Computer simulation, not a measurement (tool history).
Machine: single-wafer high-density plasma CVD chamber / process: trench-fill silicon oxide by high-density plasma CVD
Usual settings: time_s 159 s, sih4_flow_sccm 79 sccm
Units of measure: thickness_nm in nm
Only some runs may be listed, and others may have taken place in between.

run    hour  time_s  sih4_flow_sccm  read-back reference wafer on the same gauge, thickness_nm  thickness_nm
  1     0.0     159              79                                                   1210.162      1273.046
  2    49.2     181              79                                                   1209.774      1450.705
  3   217.4     181              79                                                   1210.137      1452.722
  4   261.7     181              79                                                   1209.706      1457.228
  5   332.7     159              79                                                   1210.602      1272.896
  6   358.9     159              79                                                   1209.478      1272.055
  7   474.7     179              79                                                   1210.062      1440.018
  8   500.2     172              79                                                   1210.265      1371.346
  9   552.4     172              79                                                   1208.996      1374.212
 10   587.3     172              79                                                   1210.331      1374.039
 11   646.2     159              79                                                   1211.331      1272.602
 12   696.3     159              79                                                   1210.310      1274.230
 13   729.3     159              79                                                   1209.866      1272.536
 14   780.7     159              79                                                   1209.794      1274.040
 15   817.4     159              79                                                   1209.936      1268.409
 16   876.4     159              79                                                   1209.367      1277.915
 17   926.2     146              79                                                   1209.965      1169.263
 18   988.5     159              71                                                   1209.819      1174.237
 19  1012.6     159              71                                                   1209.965      1173.337
 20  1062.8     133              64                                                   1209.962       909.893
 21  1097.7     159              79                                                   1210.697      1269.867
 22  1133.2     134              79                                                   1210.451      1076.098
 23  1171.7     129              68                                                   1209.968       923.860
 24  1218.5     147              72                                                   1209.953      1098.059
 25  1276.7     159              93                                                   1209.523      1453.846
 26  1318.7     168              71                                                   1209.549      1239.351
 27  1354.1     159              79                                                   1209.677      1274.876
 28  1406.5     169              73                                                   1209.548      1275.546
 29  1471.0     135              86                                                   1210.554      1153.402
 30  1541.0     144              72                                                   1210.154      1077.619
 31  1573.0     179              85                                                   1208.967      1512.640
 32  1633.8     180              68                                                   1209.573      1292.300
 33  1822.2     129              71                                                   1210.469       956.286
 34  1893.9     159              90                                                   1209.505      1414.275
 35  1938.1     136              64                                                   1208.812       931.748
 36  2004.8     159              79                                                   1210.277      1278.297
 37  2031.9     140              79                                                   1209.742      1119.323
 38  2087.5     159              79                                                   1210.860      1274.874

Between the runs listed above, the log contained 2 entries, not reproduced here. Where in the sequence does each belong, and how does what the log doesn't record of the tool's condition differ from the listed run before to the listed run after?
Runs 26 to 27: silane flow controller replaced (hour 1353.6)
  the hidden state is the same at both runs
Runs 29 to 30: gauge calibrated (hour 1517.6)
  the hidden state is the same at both runs

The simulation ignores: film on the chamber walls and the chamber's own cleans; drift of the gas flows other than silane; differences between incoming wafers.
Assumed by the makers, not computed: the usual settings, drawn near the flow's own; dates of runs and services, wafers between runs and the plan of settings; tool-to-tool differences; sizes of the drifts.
